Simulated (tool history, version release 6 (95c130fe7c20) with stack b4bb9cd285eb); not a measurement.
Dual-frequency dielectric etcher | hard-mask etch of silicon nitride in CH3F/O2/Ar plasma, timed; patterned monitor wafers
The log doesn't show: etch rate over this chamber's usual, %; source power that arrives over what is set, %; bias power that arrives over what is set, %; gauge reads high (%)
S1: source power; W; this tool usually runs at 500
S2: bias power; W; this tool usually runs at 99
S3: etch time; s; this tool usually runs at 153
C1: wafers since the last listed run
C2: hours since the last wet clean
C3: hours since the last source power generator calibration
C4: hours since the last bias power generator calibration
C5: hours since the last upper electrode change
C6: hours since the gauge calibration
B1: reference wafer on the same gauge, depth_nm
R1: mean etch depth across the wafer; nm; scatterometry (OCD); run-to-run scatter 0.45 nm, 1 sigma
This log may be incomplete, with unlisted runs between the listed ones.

run 1 day=0 | S1=500 S2=99 S3=153 | C1=0 C2=442 C3=4234.2 C4=3432.8 C5=2055.4 C6=264.7 | B1=149.2 | R1=125
-- day=0.708 wet clean of the chamber
run 2 day=1.058 | S1=500 S2=99 S3=153 | C1=84 C2=8.4 C3=4259.6 C4=3458.2 C5=2080.8 C6=290.1 | B1=149.1 | R1=128.9
run 3 day=1.596 | S1=500 S2=99 S3=153 | C1=129 C2=21.3 C3=4272.5 C4=3471.1 C5=2093.7 C6=303 | B1=149 | R1=129.1
run 4 day=3.075 | S1=550 S2=99 S3=153 | C1=357 C2=56.8 C3=4308 C4=3506.6 C5=2129.2 C6=338.5 | B1=149 | R1=133.7
run 5 day=4.279 | S1=550 S2=99 S3=153 | C1=290 C2=85.7 C3=4336.9 C4=3535.5 C5=2158.1 C6=367.4 | B1=149 | R1=132.8
run 6 day=5.725 | S1=550 S2=99 S3=153 | C1=349 C2=120.4 C3=4371.6 C4=3570.2 C5=2192.8 C6=402.1 | B1=148.9 | R1=133
run 7 day=7.117 | S1=500 S2=99 S3=153 | C1=335 C2=153.8 C3=4405 C4=3603.6 C5=2226.2 C6=435.5 | B1=149.1 | R1=128.2
run 8 day=8.138 | S1=500 S2=99 S3=153 | C1=246 C2=178.3 C3=4429.5 C4=3628.1 C5=2250.7 C6=460 | B1=148.9 | R1=128.5
run 9 day=8.879 | S1=500 S2=99 S3=153 | C1=179 C2=196.1 C3=4447.3 C4=3645.9 C5=2268.5 C6=477.8 | B1=148.9 | R1=126.4
run 10 day=9.688 | S1=500 S2=99 S3=153 | C1=195 C2=215.5 C3=4466.7 C4=3665.3 C5=2287.9 C6=497.2 | B1=148.9 | R1=127.5
run 11 day=10.688 | S1=500 S2=99 S3=168.5 | C1=241 C2=239.5 C3=4490.7 C4=3689.3 C5=2311.9 C6=521.2 | B1=148.9 | R1=140.2
-- day=11.438 bias power generator calibrated
-- day=11.742 upper electrode replaced
run 12 day=11.762 | S1=500 S2=99 S3=168.5 | C1=145 C2=265.3 C3=4516.5 C4=7.8 C5=0.5 C6=547 | B1=148.9 | R1=139.3
run 13 day=14.838 | S1=500 S2=99 S3=168.5 | C1=742 C2=339.1 C3=4590.3 C4=81.6 C5=74.3 C6=620.8 | B1=148.9 | R1=139.4
run 14 day=15.55 | S1=500 S2=116 S3=153 | C1=171 C2=356.2 C3=4607.4 C4=98.7 C5=91.4 C6=637.9 | B1=149.1 | R1=136.9
-- day=16.692 wet clean of the chamber
run 15 day=16.867 | S1=550 S2=79 S3=123.5 | C1=76 C2=4.2 C3=4639 C4=130.3 C5=123 C6=669.5 | B1=149.1 | R1=96.1
run 16 day=18.017 | S1=500 S2=99 S3=153 | C1=277 C2=31.8 C3=4666.6 C4=157.9 C5=150.6 C6=697.1 | B1=148.9 | R1=128.7
-- day=19.667 gauge calibrated
run 17 day=20.296 | S1=570 S2=99 S3=135.5 | C1=550 C2=86.5 C3=4721.3 C4=212.6 C5=205.3 C6=15.1 | B1=149 | R1=120
run 18 day=21.038 | S1=410 S2=76 S3=113 | C1=179 C2=104.3 C3=4739.1 C4=230.4 C5=223.1 C6=32.9 | B1=148.9 | R1=75.3
run 19 day=21.671 | S1=500 S2=99 S3=153 | C1=152 C2=119.5 C3=4754.3 C4=245.6 C5=238.3 C6=48.1 | B1=149.1 | R1=128.3
run 20 day=23.108 | S1=600 S2=112 S3=109.5 | C1=347 C2=154 C3=4788.8 C4=280.1 C5=272.8 C6=82.6 | B1=149 | R1=105
-- day=23.85 source power generator calibrated
run 21 day=24.267 | S1=440 S2=84 S3=153 | C1=239 C2=181.8 C3=10 C4=307.9 C5=300.6 C6=110.4 | B1=149 | R1=110.3
run 22 day=25.562 | S1=410 S2=120 S3=117 | C1=312 C2=212.9 C3=41.1 C4=339 C5=331.7 C6=141.5 | B1=149 | R1=100.4
run 23 day=26.912 | S1=600 S2=99 S3=153 | C1=325 C2=245.3 C3=73.5 C4=371.4 C5=364.1 C6=173.9 | B1=149 | R1=136
run 24 day=28.379 | S1=540 S2=82 S3=153 | C1=354 C2=280.5 C3=108.7 C4=406.6 C5=399.3 C6=209.1 | B1=149.2 | R1=117
run 25 day=28.896 | S1=410 S2=107 S3=167 | C1=124 C2=292.9 C3=121.1 C4=419 C5=411.7 C6=221.5 | B1=148.9 | R1=132.5
run 26 day=30.35 | S1=430 S2=82 S3=153 | C1=351 C2=327.8 C3=156 C4=453.9 C5=446.6 C6=256.4 | B1=149.1 | R1=106.4

Consider 4 possible next runs. They are alternatives, not a sequence: every one starts from the tool as it was left by run 26. What does each give?
run A day=30.371 | S1=500 S2=84 S3=153 | C1=5 C2=328.3 C3=156.5 C4=454.4 C5=447.1 C6=256.9 | B1=? | R1=?
run B day=30.371 | S1=550 S2=82 S3=133.5 | C1=5 C2=328.3 C3=156.5 C4=454.4 C5=447.1 C6=256.9 | B1=? | R1=?
run C day=30.371 | S1=470 S2=86 S3=134.5 | C1=5 C2=328.3 C3=156.5 C4=454.4 C5=447.1 C6=256.9 | B1=? | R1=?
run D day=30.371 | S1=500 S2=99 S3=133.5 | C1=5 C2=328.3 C3=156.5 C4=454.4 C5=447.1 C6=256.9 | B1=? | R1=?

run=A B1=149.1 R1=114.3
run=B B1=149.1 R1=102.2
run=C B1=149.1 R1=99.4
run=D B1=149.1 R1=109.5
What these runs would have given with no unlogged condition in the tool:
run=A R1=118
run=B R1=105.5
run=C R1=102.6
run=D R1=113
